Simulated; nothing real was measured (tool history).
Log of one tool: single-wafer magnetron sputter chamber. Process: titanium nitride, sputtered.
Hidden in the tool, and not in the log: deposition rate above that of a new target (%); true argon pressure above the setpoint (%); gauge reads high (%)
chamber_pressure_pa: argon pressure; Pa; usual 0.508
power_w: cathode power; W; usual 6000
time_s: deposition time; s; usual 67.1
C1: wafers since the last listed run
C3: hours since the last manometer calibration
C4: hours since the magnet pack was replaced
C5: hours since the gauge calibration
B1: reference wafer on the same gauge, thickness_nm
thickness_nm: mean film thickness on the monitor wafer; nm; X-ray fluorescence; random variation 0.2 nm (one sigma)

Run 1, hour 0.0: usual settings; C1 0; wafers on the sputter target 497; C3 1176.5; C4 7204.7; C5 94.7; B1 85.857. Result: thickness_nm 73.792 nm.
Run 2, hour 12.2: usual settings; C1 235; wafers on the sputter target 732; C3 1188.7; C4 7216.9; C5 106.9; B1 85.930. Result: thickness_nm 74.023 nm.
Run 3, hour 24.5: usual settings; C1 237; wafers on the sputter target 969; C3 1201.0; C4 7229.2; C5 119.2; B1 85.871. Result: thickness_nm 73.834 nm.
Run 4, hour 34.1: usual settings; C1 184; wafers on the sputter target 1154; C3 1210.6; C4 7238.8; C5 128.8; B1 85.916. Result: thickness_nm 73.423 nm.
Run 5, hour 50.5: usual settings; C1 316; wafers on the sputter target 1470; C3 1227.0; C4 7255.2; C5 145.2; B1 85.905. Result: thickness_nm 73.466 nm.
Run 6, hour 62.1: usual settings; C1 223; wafers on the sputter target 1693; C3 1238.6; C4 7266.8; C5 156.8; B1 85.887. Result: thickness_nm 73.190 nm.
Run 7, hour 77.6: usual settings but time_s 63.1 s; C1 298; wafers on the sputter target 1992; C3 1254.1; C4 7282.3; C5 172.3; B1 85.887. Result: thickness_nm 68.724 nm.
Run 8, hour 94.9: usual settings but time_s 63.1 s; C1 333; wafers on the sputter target 2325; C3 1271.4; C4 7299.6; C5 189.6; B1 85.853. Result: thickness_nm 68.334 nm.
Run 9, hour 109.9: usual settings but time_s 63.1 s; C1 289; wafers on the sputter target 2615; C3 1286.4; C4 7314.6; C5 204.6; B1 85.837. Result: thickness_nm 68.136 nm.
At hour 136.5: sputter target and shields replaced.
Run 10, hour 146.2: usual settings but chamber_pressure_pa 0.593 Pa; C1 545; wafers on the sputter target 186; C3 1322.7; C4 7350.9; C5 240.9; B1 85.858. Result: thickness_nm 71.202 nm.
At hour 168.4: capacitance manometer re-zeroed and calibrated.
Run 11, hour 182.1: usual settings but chamber_pressure_pa 0.321 Pa, power_w 4600 W; C1 537; wafers on the sputter target 724; C3 13.7; C4 7386.8; C5 276.8; B1 85.828. Result: thickness_nm 60.140 nm.
At hour 187.3: gauge calibrated.
Run 12, hour 192.3: usual settings but chamber_pressure_pa 0.668 Pa, power_w 4950 W, time_s 75.1 s; C1 196; wafers on the sputter target 920; C3 23.9; C4 7397.0; C5 5.0; B1 85.894. Result: thickness_nm 63.801 nm.
Run 13, hour 208.4: usual settings but chamber_pressure_pa 0.590 Pa, time_s 60.9 s; C1 310; wafers on the sputter target 1231; C3 40.0; C4 7413.1; C5 21.1; B1 85.919. Result: thickness_nm 64.316 nm.
Run 14, hour 219.4: usual settings; C1 211; wafers on the sputter target 1443; C3 51.0; C4 7424.1; C5 32.1; B1 85.888. Result: thickness_nm 72.740 nm.
Run 15, hour 229.3: usual settings but chamber_pressure_pa 0.324 Pa, time_s 80.1 s; C1 190; wafers on the sputter target 1633; C3 60.9; C4 7434.0; C5 42.0; B1 85.948. Result: thickness_nm 92.866 nm.
At hour 258.1: magnet pack replaced.
Run 16, hour 259.9: usual settings; C1 435; wafers on the sputter target 2069; C3 91.5; C4 1.8; C5 72.6; B1 85.901. Result: thickness_nm 72.306 nm.
Run 17, hour 280.8: usual settings but power_w 6850 W; C1 402; wafers on the sputter target 2472; C3 112.4; C4 22.7; C5 93.5; B1 85.840. Result: thickness_nm 81.657 nm.
Run 18, hour 290.8: usual settings but chamber_pressure_pa 0.685 Pa, power_w 7250 W, time_s 77.7 s; C1 192; wafers on the sputter target 2664; C3 122.4; C4 32.7; C5 103.5; B1 85.870. Result: thickness_nm 94.347 nm.
At hour 309.1: sputter target and shields replaced.
Run 19, hour 309.6: usual settings; C1 208; wafers on the sputter target 9; C3 141.2; C4 51.5; C5 122.3; B1 85.909. Result: thickness_nm 73.637 nm.
Run 20, hour 330.3: usual settings but chamber_pressure_pa 0.313 Pa, power_w 4950 W, time_s 60.8 s; C1 398; wafers on the sputter target 408; C3 161.9; C4 72.2; C5 143.0; B1 85.886. Result: thickness_nm 58.826 nm.

Forecast each of these 3 alternatives for the next run:
Run A, hour 330.7: usual settings; C1 7; wafers on the sputter target 416; C3 162.3; C4 72.6; C5 143.4; B1 ?. Result: thickness_nm ?.
Run B, hour 330.7: usual settings but chamber_pressure_pa 0.572 Pa; C1 7; wafers on the sputter target 416; C3 162.3; C4 72.6; C5 143.4; B1 ?. Result: thickness_nm ?.
Run C, hour 330.7: usual settings but power_w 7300 W; C1 7; wafers on the sputter target 416; C3 162.3; C4 72.6; C5 143.4; B1 ?. Result: thickness_nm ?.

run      B1  thickness_nm
  A  85.915        73.651
  B  85.915        71.991
  C  85.915        89.609
Without the tool's hidden state the same runs would have given:
run  thickness_nm
  A        74.026
  B        72.358
  C        90.065
